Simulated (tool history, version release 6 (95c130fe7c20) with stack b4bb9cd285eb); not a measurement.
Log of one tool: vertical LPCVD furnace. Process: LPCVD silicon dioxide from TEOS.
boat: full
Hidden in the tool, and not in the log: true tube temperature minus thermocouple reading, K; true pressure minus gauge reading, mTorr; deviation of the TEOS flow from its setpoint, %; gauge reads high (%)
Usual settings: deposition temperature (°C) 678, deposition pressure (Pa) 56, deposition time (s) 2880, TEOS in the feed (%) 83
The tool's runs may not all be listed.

run,day,deposition temperature (°C),deposition pressure (Pa),deposition time (s),TEOS in the feed (%),wafers since the last listed run,hours since the last temperature calibration,hours since the pressure gauge was zeroed,hours since the TEOS flow controller was replaced,hours since the gauge calibration,"read-back reference wafer on the same gauge, thickness",film thickness on the monitor wafer in the middle of the boat (nm)
1,0,678,60.7,2880,83,0,2029,1958,2197.9,321.4,328.93,315.07
2,0.738,678,56,3150,89,199,2046.7,1975.7,2215.6,339.1,328.88,341.19
# day 2.342: pressure gauge zeroed
# day 2.458: thermocouples replaced and temperature profile calibrated
3,2.479,678,56,3150,89,169,0.5,3.3,2257.4,380.9,329.45,355.87
4,2.658,678,56,2310,77,48,4.8,7.6,2261.7,385.2,328.74,242.13
5,2.833,678,56,2310,77,47,9,11.8,2265.9,389.4,328.64,242.27
6,3.012,678,56,2880,83,48,13.3,16.1,2270.2,393.7,329,313.86
7,3.192,678,56,2880,83,48,17.6,20.4,2274.5,398,328.92,313.68
8,3.621,678,56,2880,83,116,27.9,30.7,2284.8,408.3,329.19,314.14
9,4.258,678,56,2880,72,172,43.2,46,2300.1,423.6,328.8,294.38
10,4.646,675,56,2880,91,104,52.5,55.3,2309.4,432.9,329.03,307.07
# day 6.304: thermocouples replaced and temperature profile calibrated, repeated, since the last time left the tool worse
11,6.325,678,48,2880,83,183,0.5,95.6,2349.7,473.2,328.94,258.11
12,6.504,672,56,2880,75,48,4.8,99.9,2354,477.5,328.95,229.39
13,6.679,682,46.7,2880,83,47,9,104.1,2358.2,481.7,329.03,280.11
14,7.246,689,68.7,2460,75,153,22.6,117.7,2371.8,495.3,328.72,328.24
15,7.558,678,56,3450,83,84,30.1,125.2,2379.3,502.8,328.9,335.17
16,7.833,689,69.3,2880,83,74,36.7,131.8,2385.9,509.4,329.19,405.47
# day 8.125: gauge calibrated
17,8.512,678,56,2310,77,183,53,148.1,2402.2,9.3,328.93,216.41

Forecast run 18:
18,9.075,689,56,3450,83,152,66.5,161.6,2415.7,22.8,?,?

Run 18 gave read-back reference wafer on the same gauge, thickness 329.06, film thickness on the monitor wafer in the middle of the boat (nm) 437.56.
Without the tool's hidden state the same run would have given film thickness on the monitor wafer in the middle of the boat (nm) 434.15.
